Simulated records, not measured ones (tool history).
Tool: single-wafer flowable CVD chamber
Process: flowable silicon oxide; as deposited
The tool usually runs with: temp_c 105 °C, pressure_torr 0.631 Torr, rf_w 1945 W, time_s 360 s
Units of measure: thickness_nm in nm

| run | hour | temp_c | pressure_torr | rf_w | time_s | wafers since the last listed run | hours since the last thermocouple change | hours since the last RF generator calibration | hours since the last manometer calibration | hours since the showerhead was replaced | hours since the gauge calibration | read-back reference wafer on the same gauge, thickness_nm | thickness_nm |
|---|---|---|---|---|---|---|---|---|---|---|---|---|---|
| 1 | 0.0 | 101 | 0.631 | 1945 | 360 | 0 | 318.4 | 1777.5 | 1369.7 | 2451.4 | 636.5 | 134.005 | 141.072 |
| 2 | 68.5 | 101 | 0.631 | 1945 | 360 | 338 | 386.9 | 1846.0 | 1438.2 | 2519.9 | 705.0 | 133.875 | 140.668 |
| 3 | 137.5 | 101 | 0.631 | 1945 | 360 | 340 | 455.9 | 1915.0 | 1507.2 | 2588.9 | 774.0 | 133.920 | 140.616 |
| 4 | 182.3 | 105 | 0.631 | 1945 | 360 | 221 | 500.7 | 1959.8 | 1552.0 | 2633.7 | 818.8 | 134.107 | 125.041 |
| 5 | 235.4 | 105 | 0.631 | 1945 | 317 | 262 | 553.8 | 2012.9 | 1605.1 | 2686.8 | 871.9 | 134.052 | 110.547 |
| 6 | 259.5 | 105 | 0.631 | 1945 | 317 | 119 | 577.9 | 2037.0 | 1629.2 | 2710.9 | 896.0 | 134.031 | 110.352 |
| 7 | 319.8 | 105 | 0.631 | 1945 | 317 | 298 | 638.2 | 2097.3 | 1689.5 | 2771.2 | 956.3 | 133.971 | 110.419 |
| 8 | 379.7 | 105 | 0.631 | 1945 | 360 | 296 | 698.1 | 2157.2 | 1749.4 | 2831.1 | 1016.2 | 133.951 | 125.845 |
| 9 | 414.8 | 105 | 0.631 | 1945 | 360 | 173 | 733.2 | 2192.3 | 1784.5 | 2866.2 | 1051.3 | 133.920 | 125.759 |
| 10 | 483.7 | 105 | 0.631 | 1945 | 360 | 340 | 802.1 | 2261.2 | 1853.4 | 2935.1 | 1120.2 | 134.010 | 125.828 |
| 11 | 554.7 | 105 | 0.671 | 1840 | 360 | 350 | 873.1 | 2332.2 | 1924.4 | 3006.1 | 1191.2 | 134.022 | 132.642 |
| 12 | 618.7 | 105 | 0.671 | 1840 | 360 | 316 | 937.1 | 2396.2 | 1988.4 | 3070.1 | 1255.2 | 133.999 | 133.038 |
|  | 645.9 | RF generator calibrated |
| 13 | 665.4 | 105 | 0.671 | 1840 | 360 | 191 | 983.8 | 19.5 | 2035.1 | 3116.8 | 1301.9 | 134.063 | 132.448 |
| 14 | 712.7 | 105 | 0.769 | 1595 | 392 | 233 | 1031.1 | 66.8 | 2082.4 | 3164.1 | 1349.2 | 133.946 | 159.819 |
|  | 719.0 | gauge calibrated |
|  | 731.2 | capacitance manometer re-zeroed and calibrated |
| 15 | 748.5 | 105 | 0.478 | 2245 | 299 | 137 | 1066.9 | 102.6 | 17.3 | 3199.9 | 29.5 | 134.033 | 82.475 |
|  | 797.5 | thermocouple changed; heater temperature recalibrated |
| 16 | 814.4 | 105 | 0.631 | 1945 | 360 | 286 | 16.9 | 168.5 | 83.2 | 3265.8 | 95.4 | 134.030 | 125.603 |
| 17 | 884.2 | 91 | 0.631 | 2250 | 401 | 344 | 86.7 | 238.3 | 153.0 | 3335.6 | 165.2 | 134.026 | 217.037 |
| 18 | 927.6 | 105 | 0.696 | 1945 | 360 | 214 | 130.1 | 281.7 | 196.4 | 3379.0 | 208.6 | 133.952 | 138.482 |
|  | 957.4 | showerhead replaced |
| 19 | 960.3 | 105 | 0.631 | 1945 | 360 | 122 | 162.8 | 314.4 | 229.1 | 2.9 | 241.3 | 134.068 | 125.102 |
| 20 | 1002.6 | 105 | 0.631 | 1945 | 360 | 209 | 205.1 | 356.7 | 271.4 | 45.2 | 283.6 | 134.040 | 125.422 |

The next listed run, before its measurement:
| 21 | 1056.6 | 105 | 0.631 | 1945 | 360 | 266 | 259.1 | 410.7 | 325.4 | 99.2 | 337.6 | ? | ? |

read-back reference wafer on the same gauge, thickness_nm: 134.000
thickness_nm: 125.496 nm
Minus the tool's unlogged condition, the same run would have read thickness_nm 125.231 nm.
